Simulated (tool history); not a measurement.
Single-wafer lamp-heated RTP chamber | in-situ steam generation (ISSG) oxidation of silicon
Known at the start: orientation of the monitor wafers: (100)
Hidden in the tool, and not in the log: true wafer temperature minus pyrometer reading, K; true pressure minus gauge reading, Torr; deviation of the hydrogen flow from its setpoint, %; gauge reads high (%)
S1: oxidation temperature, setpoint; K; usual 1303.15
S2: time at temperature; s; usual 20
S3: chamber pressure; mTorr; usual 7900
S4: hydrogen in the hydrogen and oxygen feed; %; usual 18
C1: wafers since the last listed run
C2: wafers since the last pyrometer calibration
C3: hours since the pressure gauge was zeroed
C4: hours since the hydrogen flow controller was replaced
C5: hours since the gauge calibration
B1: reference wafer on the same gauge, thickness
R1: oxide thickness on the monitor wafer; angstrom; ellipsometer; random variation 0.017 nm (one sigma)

run    hour       S1  S2    S3  S4    C1    C2      C3      C4      C5     B1     R1
  1       0  1303.15  20  7400  18     0  1155   643.3  2328.4   255.9  6.336  58.08
  2    74.8  1303.15  20  7900  18   808  1964   718.1  2403.2   330.7  6.337   58.2
  3   147.9  1303.15  20  7900  18   790  2754   791.2  2476.3   403.8   6.34  58.66
        292  -- pyrometer window cleaned and pyrometer calibrated
  4   292.5  1303.15  20  7900  18  1477     5   935.8  2620.9   548.4  6.337  58.06
  5     352  1303.15  20  7900  18   643   648   995.3  2680.4   607.9  6.341  58.13
  6   394.9  1303.15  20  7300  18   463  1112  1038.2  2723.3   650.8  6.343  58.38
  7   500.2  1314.15  23  7900  18  1138  2251  1143.5  2828.6   756.1  6.344  66.66
      703.6  -- pyrometer window cleaned and pyrometer calibrated
  8   706.5  1314.15  23  7900  18  2144    31  1349.8  3034.9   962.4  6.336  66.07
      786.7  -- pressure gauge zeroed
  9   787.2  1291.15  22  7900  18   786   818     0.5  3115.6  1043.1   6.34  57.87
 10   877.7  1291.15  22  7900  18   978  1796      91  3206.1  1133.6  6.335  57.78
 11   955.8  1303.15  20  7900  18   844  2641   169.1  3284.2  1211.7  6.338  58.48
 12  1051.4  1289.15  20  7900  12  1033  3675   264.7  3379.8  1307.3  6.343  50.61
     1124.7  -- pyrometer window cleaned and pyrometer calibrated
 13  1155.8  1289.15  20  7900  12  1042   336   369.1  3484.2  1411.7  6.337  49.72
     1191.7  -- gauge calibrated
 14  1202.4  1303.15  17  7900  18   503   840   415.7  3530.8    10.7  6.333  53.57
 15  1246.9  1303.15  20  7900  18   481  1321   460.2  3575.3    55.2  6.343  58.52
 16  1308.4  1303.15  15  7300  11   665  1986   521.7  3636.8   116.7   6.34  45.08
     1331.5  -- hydrogen flow controller replaced
 17  1409.7  1303.15  20  7900  21  1009  2995     623    78.2     218  6.343  60.84
 18  1493.2  1311.15  20  7200  18   903  3898   706.5   161.7   301.5  6.338  61.44
 19  1535.8  1309.15  14  8800  22   460  4359   749.1   204.3   344.1   6.34  53.53
       1578  -- pyrometer window cleaned and pyrometer calibrated
 20  1606.2  1303.15  27  8600  26   674   305   819.5   274.7   414.5  6.339  73.51
 21  1661.1  1318.15  18  8300  27   593   898   874.4   329.6   469.4   6.34  65.17
 22  1726.3  1303.15  20  7900  22   705  1603   939.6   394.8   534.6  6.345  61.21
 23  1827.8  1303.15  20  7900  18  1097  2701  1041.1   496.3   636.1  6.342   58.6
 24  1893.6  1292.15  20  7900  18   711  3413  1106.9   562.1   701.9  6.341     56
 25  1935.3  1303.15  20  7900  18   450  3864  1148.6   603.8   743.6  6.343  59.08
     1982.5  -- pyrometer window cleaned and pyrometer calibrated
 26  1991.6  1303.15  20  7900  18   522    98  1204.9   660.1   799.9  6.339  58.34
 27  2057.4  1303.15  15  8600  26   711   810  1270.7   725.9   865.7   6.34  55.23
 28  2117.4  1303.15  20  7900  18   648  1459  1330.7   785.9   925.7  6.341  58.55
 29  2181.8  1303.15  20  6900  14   696  2155  1395.1   850.3   990.1  6.342  54.82
 30  2267.7  1286.15  20  7900  18   928  3084    1481   936.2    1076  6.339  54.35
 31  2323.8  1308.15  20  7500  18   606  3691  1537.1   992.3  1132.1  6.338  60.65

Hidden state or all else? Some run-to-run changes of R1, split into what the settings, what came in and random variation would give without the hidden state, and what is left for the hidden state (with any gauge scatter that isn't in both results):
Run 7 -> 8: pyrometer window cleaned and pyrometer calibrated. R1 -0.59 angstrom: hidden state -0.73, all else +0.14.
Run 15 -> 16: S2 20 -> 15, S3 7900 -> 7300, S4 18 -> 11. R1 -13.44 angstrom: hidden state +0.02, all else -13.46.
Run 16 -> 17: S2 15 -> 20, S3 7300 -> 7900, S4 11 -> 21, hydrogen flow controller replaced. R1 +15.76 angstrom: hidden state +0.43, all else +15.33.
Run 19 -> 20: S1 1309.15 -> 1303.15, S2 14 -> 27, S3 8800 -> 8600, S4 22 -> 26, pyrometer window cleaned and pyrometer calibrated. R1 +19.98 angstrom: hidden state -0.76, all else +20.74.
Run 25 -> 26: pyrometer window cleaned and pyrometer calibrated. R1 -0.74 angstrom: hidden state -0.86, all else +0.12.
